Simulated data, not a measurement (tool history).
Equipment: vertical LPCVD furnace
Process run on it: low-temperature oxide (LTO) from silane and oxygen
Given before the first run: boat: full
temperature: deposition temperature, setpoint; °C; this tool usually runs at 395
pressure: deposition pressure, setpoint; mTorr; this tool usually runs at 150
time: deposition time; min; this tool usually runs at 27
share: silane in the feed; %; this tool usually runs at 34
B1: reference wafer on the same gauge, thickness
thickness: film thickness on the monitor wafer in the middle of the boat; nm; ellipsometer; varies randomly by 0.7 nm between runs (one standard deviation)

Run 1, day 0: usual settings but share 30 %; B1 122.05. Result: thickness 114.36 nm.
Run 2, day 0.912: usual settings; B1 122.18. Result: thickness 137.15 nm.
Run 3, day 1.521: usual settings; B1 122.06. Result: thickness 136.85 nm.
Run 4, day 2.808: usual settings; B1 122.35. Result: thickness 136.25 nm.
Run 5, day 4.212: usual settings but pressure 180 mTorr; B1 122.04. Result: thickness 163.47 nm.
Run 6, day 5.133: usual settings but temperature 402 °C, share 32 %; B1 121.67. Result: thickness 135.47 nm.
Run 7, day 5.696: usual settings; B1 122.14. Result: thickness 136.35 nm.
Run 8, day 6.617: usual settings but temperature 403 °C, pressure 170 mTorr; B1 122.03. Result: thickness 170.08 nm.
At day 8.5: silane flow controller replaced.
At day 8.662: gauge calibrated.
At day 8.767: pressure gauge zeroed.
Run 9, day 8.788: usual settings; B1 122.25. Result: thickness 136.4 nm.
Run 10, day 8.929: usual settings; B1 121.63. Result: thickness 136.28 nm.
Run 11, day 9.504: usual settings but temperature 390 °C, share 40 %; B1 122.15. Result: thickness 159.51 nm.
Run 12, day 10.354: usual settings but pressure 160 mTorr, time 36.5 min, share 39 %; B1 122.14. Result: thickness 236.22 nm.
At day 12.054: thermocouples replaced and temperature profile calibrated.
Run 13, day 12.075: usual settings but temperature 405 °C, time 34 min; B1 121.95. Result: thickness 195.27 nm.
Run 14, day 12.896: usual settings but temperature 392 °C; B1 121.72. Result: thickness 131.24 nm.
Run 15, day 13.621: usual settings but temperature 401 °C, pressure 160 mTorr; B1 122.05. Result: thickness 156.43 nm.
Run 16, day 15.854: usual settings but share 31 %; B1 122.08. Result: thickness 119.7 nm.
Run 17, day 18.762: usual settings but temperature 405 °C, time 17.5 min, share 36 %; B1 121.96. Result: thickness 107.43 nm.

Branching from run 17: 3 alternative next runs. What would each branch give?
Run A, day 18.908: usual settings but pressure 115 mTorr; B1 ?. Result: thickness ?.
Run B, day 18.908: usual settings but temperature 384 °C; B1 ?. Result: thickness ?.
Run C, day 18.908: usual settings but pressure 115 mTorr, share 28 %; B1 ?. Result: thickness ?.

run      B1  thickness
  A  122.02     104.13
  B  122.02     118.99
  C  122.02      78.53
Without the tool's hidden state the same runs would have given:
run  thickness
  A     104.13
  B     118.99
  C      78.53

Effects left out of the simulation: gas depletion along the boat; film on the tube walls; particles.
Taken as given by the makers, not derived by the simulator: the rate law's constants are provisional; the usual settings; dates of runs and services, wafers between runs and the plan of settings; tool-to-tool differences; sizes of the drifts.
